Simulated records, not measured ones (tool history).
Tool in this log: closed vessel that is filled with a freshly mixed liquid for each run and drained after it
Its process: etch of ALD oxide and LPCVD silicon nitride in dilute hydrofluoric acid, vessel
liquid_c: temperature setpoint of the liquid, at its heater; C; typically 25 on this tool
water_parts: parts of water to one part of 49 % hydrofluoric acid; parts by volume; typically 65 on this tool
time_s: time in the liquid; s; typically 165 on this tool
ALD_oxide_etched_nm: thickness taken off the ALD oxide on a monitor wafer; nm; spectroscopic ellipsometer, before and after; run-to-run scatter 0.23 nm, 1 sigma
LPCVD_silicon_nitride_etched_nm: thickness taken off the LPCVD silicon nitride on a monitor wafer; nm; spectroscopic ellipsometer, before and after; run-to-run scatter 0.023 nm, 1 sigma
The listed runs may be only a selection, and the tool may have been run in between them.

| run | day | liquid_c | water_parts | time_s | wafers since the last listed run | hours since the thermometer was replaced | hours since the hydrofluoric acid flow meter was replaced | hours since the gauge calibration | read-back film thickness of the ALD oxide reference wafer, read on the same gauge (nm) | read-back film thickness of the LPCVD silicon nitride reference wafer, read on the same gauge (nm) | ALD_oxide_etched_nm | LPCVD_silicon_nitride_etched_nm |
|---|---|---|---|---|---|---|---|---|---|---|---|---|
| 1 | 0 | 25 | 65 | 165 | 0 | 893.4 | 428.3 | 230.3 | 29.97 | 149.97 | 50.51 | 1.452 |
| 2 | 1.262 | 25 | 65 | 165 | 3987 | 923.7 | 458.6 | 260.6 | 29.99 | 149.992 | 50.67 | 1.369 |
| 3 | 4.062 | 25 | 65 | 165 | 8843 | 990.9 | 525.8 | 327.8 | 30 | 149.972 | 49.86 | 1.408 |
| 4 | 5.758 | 25 | 65 | 165 | 5356 | 1031.6 | 566.5 | 368.5 | 29.98 | 149.999 | 50.67 | 1.44 |
| 5 | 8.429 | 25 | 65 | 165 | 8435 | 1095.7 | 630.6 | 432.6 | 29.98 | 150.031 | 50.21 | 1.428 |
| 6 | 9.688 | 25 | 65 | 165 | 3974 | 1125.9 | 660.8 | 462.8 | 30.01 | 149.977 | 50.52 | 1.412 |
| 7 | 11.529 | 25 | 65 | 165 | 5816 | 1170.1 | 705 | 507 | 30.01 | 149.998 | 50.51 | 1.41 |
| 8 | 13.85 | 25 | 65 | 165 | 7330 | 1225.8 | 760.7 | 562.7 | 30.03 | 150.041 | 50.34 | 1.459 |
| 9 | 15.412 | 25 | 65 | 165 | 4934 | 1263.3 | 798.2 | 600.2 | 29.99 | 149.967 | 50.2 | 1.44 |
| 10 | 18.058 | 25 | 65 | 165 | 8356 | 1326.8 | 861.7 | 663.7 | 29.98 | 150.017 | 50.24 | 1.427 |
| 11 | 19.975 | 25 | 65 | 165 | 6053 | 1372.8 | 907.7 | 709.7 | 30 | 149.991 | 50.6 | 1.437 |
| 12 | 21.425 | 25 | 65 | 165 | 4579 | 1407.6 | 942.5 | 744.5 | 30 | 149.982 | 50.38 | 1.419 |
| 13 | 24.175 | 21 | 65 | 70 | 8685 | 1473.6 | 1008.5 | 810.5 | 30.01 | 149.974 | 18.09 | 0.473 |
| 14 | 26.733 | 21.5 | 65 | 230 | 8080 | 1535 | 1069.9 | 871.9 | 30.02 | 150.017 | 60.84 | 1.597 |
|  | 27.483 | thermometer replaced |
| 15 | 28 | 25 | 65 | 165 | 3869 | 12.4 | 1100.3 | 902.3 | 30.03 | 150.014 | 50.36 | 1.416 |
| 16 | 29.229 | 25 | 65 | 165 | 3882 | 41.9 | 1129.8 | 931.8 | 30 | 150.02 | 50.56 | 1.436 |
| 17 | 31.55 | 27 | 40 | 90 | 7330 | 97.6 | 1185.5 | 987.5 | 30 | 150.022 | 49.6 | 1.446 |
|  | 32.133 | gauge calibrated |
| 18 | 33.083 | 22.5 | 80 | 235 | 4842 | 134.4 | 1222.3 | 22.8 | 29.98 | 149.98 | 51.95 | 1.374 |
| 19 | 35.1 | 25 | 65 | 165 | 6369 | 182.8 | 1270.7 | 71.2 | 29.99 | 149.978 | 50.3 | 1.419 |
|  | 36.771 | hydrofluoric acid flow meter replaced |
| 20 | 37.254 | 22.5 | 65 | 165 | 6672 | 234.5 | 11.6 | 122.9 | 30 | 149.974 | 45.31 | 1.175 |
| 21 | 39.567 | 25 | 50 | 195 | 7303 | 290 | 67.1 | 178.4 | 30 | 149.99 | 78.81 | 2.208 |
| 22 | 42.042 | 25 | 40 | 165 | 7816 | 349.4 | 126.5 | 237.8 | 29.99 | 149.966 | 85.14 | 2.314 |
| 23 | 44.621 | 25 | 65 | 95 | 8145 | 411.3 | 188.4 | 299.7 | 30.01 | 150.055 | 29.07 | 0.826 |
| 24 | 47.238 | 25 | 65 | 165 | 8264 | 474.1 | 251.2 | 362.5 | 29.97 | 150.06 | 50.33 | 1.431 |
| 25 | 52.662 | 25 | 65 | 165 | 17134 | 604.3 | 381.4 | 492.7 | 30.02 | 149.975 | 50.03 | 1.423 |
| 26 | 54.6 | 21 | 65 | 70 | 6119 | 650.8 | 427.9 | 539.2 | 29.99 | 150.018 | 18.33 | 0.461 |

Hidden state at the last listed run before each entry between runs and at the first one after, where it differs:
In the gap between runs 14 and 15: thermometer replaced (day 27.483)
  no hidden state differs between the two runs
In the gap between runs 17 and 18: gauge calibrated (day 32.133)
  no hidden state differs between the two runs
In the gap between runs 19 and 20: hydrofluoric acid flow meter replaced (day 36.771)
  no hidden state differs between the two runs
